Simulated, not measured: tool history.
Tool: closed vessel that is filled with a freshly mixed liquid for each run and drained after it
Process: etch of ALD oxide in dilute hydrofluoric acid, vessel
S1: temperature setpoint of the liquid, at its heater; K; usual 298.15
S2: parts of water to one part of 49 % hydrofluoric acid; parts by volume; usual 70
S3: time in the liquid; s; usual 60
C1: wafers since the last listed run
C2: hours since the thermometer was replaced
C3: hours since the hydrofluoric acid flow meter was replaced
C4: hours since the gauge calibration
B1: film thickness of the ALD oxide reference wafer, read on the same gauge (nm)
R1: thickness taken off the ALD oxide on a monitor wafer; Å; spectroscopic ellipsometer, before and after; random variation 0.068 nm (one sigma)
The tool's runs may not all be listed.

| run | hour | S1 | S2 | S3 | C1 | C2 | C3 | C4 | B1 | R1 |
|---|---|---|---|---|---|---|---|---|---|---|
| 1 | 0.0 | 298.15 | 70 | 60 | 0 | 1199.4 | 1209.8 | 402.5 | 80.02 | 231.7 |
| 2 | 82.1 | 298.15 | 70 | 60 | 9540 | 1281.5 | 1291.9 | 484.6 | 79.96 | 233.4 |
| 3 | 189.9 | 298.15 | 70 | 60 | 12526 | 1389.3 | 1399.7 | 592.4 | 80.04 | 234.3 |
| 4 | 278.7 | 298.15 | 70 | 60 | 10318 | 1478.1 | 1488.5 | 681.2 | 80.01 | 234.8 |
| 5 | 342.0 | 301.15 | 55 | 60 | 7355 | 1541.4 | 1551.8 | 744.5 | 79.98 | 344.0 |
| 6 | 425.6 | 301.15 | 55 | 60 | 9714 | 1625.0 | 1635.4 | 828.1 | 80.00 | 344.9 |
| 7 | 508.8 | 298.15 | 70 | 60 | 9667 | 1708.2 | 1718.6 | 911.3 | 80.01 | 236.0 |
|  | 517.8 | thermometer replaced |
| 8 | 557.6 | 298.15 | 70 | 60 | 5554 | 39.8 | 1767.4 | 960.1 | 80.00 | 237.3 |
|  | 590.1 | hydrofluoric acid flow meter replaced |
| 9 | 643.6 | 298.15 | 95 | 30 | 9877 | 125.8 | 53.5 | 1046.1 | 80.03 | 88.0 |
| 10 | 748.7 | 298.15 | 70 | 60 | 12212 | 230.9 | 158.6 | 1151.2 | 80.01 | 247.6 |
|  | 784.7 | hydrofluoric acid flow meter replaced, repeated, since the last time left the tool worse |
| 11 | 855.4 | 298.15 | 70 | 60 | 12282 | 337.6 | 70.7 | 1257.9 | 79.99 | 226.4 |
|  | 890.4 | gauge calibrated |
| 12 | 951.7 | 298.15 | 70 | 60 | 11190 | 433.9 | 167.0 | 61.3 | 80.04 | 224.4 |
| 13 | 1017.1 | 298.15 | 55 | 60 | 7599 | 499.3 | 232.4 | 126.7 | 80.00 | 292.9 |
| 14 | 1080.4 | 294.15 | 70 | 60 | 7355 | 562.6 | 295.7 | 190.0 | 79.97 | 193.2 |
| 15 | 1123.6 | 298.15 | 50 | 50 | 5019 | 605.8 | 338.9 | 233.2 | 80.05 | 271.3 |
| 16 | 1221.5 | 296.15 | 70 | 60 | 11376 | 703.7 | 436.8 | 331.1 | 79.99 | 209.1 |
| 17 | 1260.7 | 294.15 | 70 | 90 | 4555 | 742.9 | 476.0 | 370.3 | 80.05 | 288.5 |

5 ways to go on from here, each from the tool as it stands after run 17. What would each give?
| A | 1261.4 | 298.15 | 70 | 60 | 81 | 743.6 | 476.7 | 371.0 | ? | ? |
| B | 1261.4 | 298.15 | 100 | 80 | 81 | 743.6 | 476.7 | 371.0 | ? | ? |
| C | 1261.4 | 298.15 | 70 | 70 | 81 | 743.6 | 476.7 | 371.0 | ? | ? |
| D | 1261.4 | 298.15 | 45 | 35 | 81 | 743.6 | 476.7 | 371.0 | ? | ? |
| E | 1261.4 | 296.15 | 50 | 35 | 81 | 743.6 | 476.7 | 371.0 | ? | ? |

| run | B1 | R1 |
|---|---|---|
| A | 80.00 | 227.9 |
| B | 80.00 | 204.7 |
| C | 80.00 | 265.9 |
| D | 80.00 | 213.8 |
| E | 80.00 | 176.0 |
Without the tool's hidden state the same runs would have given:
| run | R1 |
|---|---|
| A | 224.4 |
| B | 201.5 |
| C | 261.8 |
| D | 210.6 |
| E | 173.4 |
